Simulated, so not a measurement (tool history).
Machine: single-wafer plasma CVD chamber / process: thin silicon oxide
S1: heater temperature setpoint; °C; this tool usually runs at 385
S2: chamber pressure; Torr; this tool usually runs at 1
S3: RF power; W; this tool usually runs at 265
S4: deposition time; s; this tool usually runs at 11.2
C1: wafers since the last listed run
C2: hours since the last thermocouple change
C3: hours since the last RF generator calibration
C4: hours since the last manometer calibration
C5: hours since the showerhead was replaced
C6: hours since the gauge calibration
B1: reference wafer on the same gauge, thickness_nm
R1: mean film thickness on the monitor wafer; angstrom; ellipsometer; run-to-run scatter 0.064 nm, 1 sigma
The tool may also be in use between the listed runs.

run 1 day=0 | S1=385 S2=1 S3=265 S4=12.7 | C1=0 C2=1324.3 C3=1799 C4=2321.3 C5=4026.2 C6=941.2 | B1=24.17 | R1=244.95
run 2 day=1.879 | S1=385 S2=1 S3=265 S4=11.2 | C1=954 C2=1369.4 C3=1844.1 C4=2366.4 C5=4071.3 C6=986.3 | B1=24.208 | R1=215.18
run 3 day=3.421 | S1=378 S2=1 S3=265 S4=11.2 | C1=783 C2=1406.4 C3=1881.1 C4=2403.4 C5=4108.3 C6=1023.3 | B1=24.213 | R1=217.29
run 4 day=5.412 | S1=378 S2=1 S3=265 S4=11.2 | C1=1011 C2=1454.2 C3=1928.9 C4=2451.2 C5=4156.1 C6=1071.1 | B1=24.219 | R1=217.43
run 5 day=8.129 | S1=378 S2=1 S3=265 S4=11.2 | C1=1380 C2=1519.4 C3=1994.1 C4=2516.4 C5=4221.3 C6=1136.3 | B1=24.199 | R1=215.17
run 6 day=9.712 | S1=394 S2=1 S3=265 S4=11.2 | C1=804 C2=1557.4 C3=2032.1 C4=2554.4 C5=4259.3 C6=1174.3 | B1=24.201 | R1=214.42
-- day=11.662 RF generator calibrated
run 7 day=11.958 | S1=374 S2=1 S3=265 S4=11.2 | C1=971 C2=1611.3 C3=7.1 C4=2608.3 C5=4313.2 C6=1228.2 | B1=24.204 | R1=222.45
-- day=12.683 capacitance manometer re-zeroed and calibrated
run 8 day=13.579 | S1=396 S2=0.86 S3=265 S4=11.2 | C1=654 C2=1650.2 C3=46 C4=21.5 C5=4352.1 C6=1267.1 | B1=24.195 | R1=197.59
run 9 day=15.883 | S1=385 S2=1 S3=265 S4=11.2 | C1=1170 C2=1705.5 C3=101.3 C4=76.8 C5=4407.4 C6=1322.4 | B1=24.191 | R1=219.04
-- day=15.95 gauge calibrated
run 10 day=16.933 | S1=393 S2=1 S3=265 S4=13.2 | C1=533 C2=1730.7 C3=126.5 C4=102 C5=4432.6 C6=23.6 | B1=24.194 | R1=258.72
run 11 day=19.804 | S1=379 S2=1.19 S3=265 S4=11.2 | C1=1458 C2=1799.6 C3=195.4 C4=170.9 C5=4501.5 C6=92.5 | B1=24.224 | R1=242.84
run 12 day=20.808 | S1=385 S2=1 S3=265 S4=11.2 | C1=510 C2=1823.7 C3=219.5 C4=195 C5=4525.6 C6=116.6 | B1=24.205 | R1=219.42
run 13 day=21.821 | S1=385 S2=1 S3=265 S4=11.2 | C1=514 C2=1848 C3=243.8 C4=219.3 C5=4549.9 C6=140.9 | B1=24.218 | R1=219.26
run 14 day=23.771 | S1=392 S2=0.87 S3=280 S4=12.5 | C1=990 C2=1894.8 C3=290.6 C4=266.1 C5=4596.7 C6=187.7 | B1=24.211 | R1=228.13
run 15 day=31.833 | S1=385 S2=1 S3=285 S4=11.2 | C1=4096 C2=2088.3 C3=484.1 C4=459.6 C5=4790.2 C6=381.2 | B1=24.184 | R1=226.79
-- day=36.092 thermocouple changed; heater temperature recalibrated
run 16 day=36.112 | S1=385 S2=1 S3=265 S4=11.2 | C1=2004 C2=0.5 C3=586.8 C4=562.3 C5=4892.9 C6=483.9 | B1=24.2 | R1=218.31
-- day=37.504 showerhead replaced
run 17 day=38.292 | S1=397 S2=1 S3=265 S4=11.2 | C1=937 C2=52.8 C3=639.1 C4=614.6 C5=18.9 C6=536.2 | B1=24.185 | R1=218.09
run 18 day=41.254 | S1=385 S2=1 S3=265 S4=11.2 | C1=1505 C2=123.9 C3=710.2 C4=685.7 C5=90 C6=607.3 | B1=24.207 | R1=220.02
run 19 day=43.362 | S1=385 S2=1 S3=265 S4=11.2 | C1=1071 C2=174.5 C3=760.8 C4=736.3 C5=140.6 C6=657.9 | B1=24.187 | R1=217.22
run 20 day=44.712 | S1=385 S2=1 S3=265 S4=11.2 | C1=685 C2=206.9 C3=793.2 C4=768.7 C5=173 C6=690.3 | B1=24.204 | R1=217.16
run 21 day=45.721 | S1=385 S2=1 S3=265 S4=11.2 | C1=512 C2=231.1 C3=817.4 C4=792.9 C5=197.2 C6=714.5 | B1=24.19 | R1=218.94
run 22 day=48.079 | S1=381 S2=0.86 S3=290 S4=13.2 | C1=1198 C2=287.7 C3=874 C4=849.5 C5=253.8 C6=771.1 | B1=24.208 | R1=242.97
run 23 day=49.504 | S1=393 S2=1 S3=230 S4=11.2 | C1=724 C2=321.9 C3=908.2 C4=883.7 C5=288 C6=805.3 | B1=24.211 | R1=202.94
run 24 day=51.45 | S1=380 S2=1 S3=265 S4=11.2 | C1=988 C2=368.6 C3=954.9 C4=930.4 C5=334.7 C6=852 | B1=24.204 | R1=218.77
run 25 day=53.383 | S1=399 S2=0.8 S3=265 S4=9.5 | C1=982 C2=415 C3=1001.3 C4=976.8 C5=381.1 C6=898.4 | B1=24.207 | R1=157.81
run 26 day=62.346 | S1=385 S2=1.11 S3=225 S4=11.2 | C1=4553 C2=630.1 C3=1216.4 C4=1191.9 C5=596.2 C6=1113.5 | B1=24.195 | R1=213.07
run 27 day=64.175 | S1=385 S2=1 S3=265 S4=11.2 | C1=929 C2=674 C3=1260.3 C4=1235.8 C5=640.1 C6=1157.4 | B1=24.213 | R1=216.85
run 28 day=66.683 | S1=385 S2=1.19 S3=265 S4=9.2 | C1=1274 C2=734.2 C3=1320.5 C4=1296 C5=700.3 C6=1217.6 | B1=24.175 | R1=195.86

Describe how what the log doesn't record of the tool's condition differs between the last listed run preceding each entry between runs and the first listed run following it.
Run 6 -> run 7: RF generator calibrated (day 11.662)
  delivered RF power above the setpoint (%): -5.92 -> -0.874
  measured value less the no-hidden-state value, R1: -5.82 -> -0.86 angstrom
Run 7 -> run 8: capacitance manometer re-zeroed and calibrated (day 12.683)
  delivered RF power above the setpoint (%): -0.874 -> -0.98
  measured value less the no-hidden-state value, R1: -0.86 -> -0.85 angstrom
Run 9 -> run 10: gauge calibrated (day 15.95)
  delivered RF power above the setpoint (%): -1.13 -> -1.2
  measured value less the no-hidden-state value, R1: -1.1 -> -1.37 angstrom
Run 15 -> run 16: thermocouple changed; heater temperature recalibrated (day 36.092)
  delivered RF power above the setpoint (%): -2.18 -> -2.46
  measured value less the no-hidden-state value, R1: -2.1 -> -2.39 angstrom
Run 16 -> run 17: showerhead replaced (day 37.504)
  delivered RF power above the setpoint (%): -2.46 -> -2.6
  measured value less the no-hidden-state value, R1: -2.39 -> -2.53 angstrom

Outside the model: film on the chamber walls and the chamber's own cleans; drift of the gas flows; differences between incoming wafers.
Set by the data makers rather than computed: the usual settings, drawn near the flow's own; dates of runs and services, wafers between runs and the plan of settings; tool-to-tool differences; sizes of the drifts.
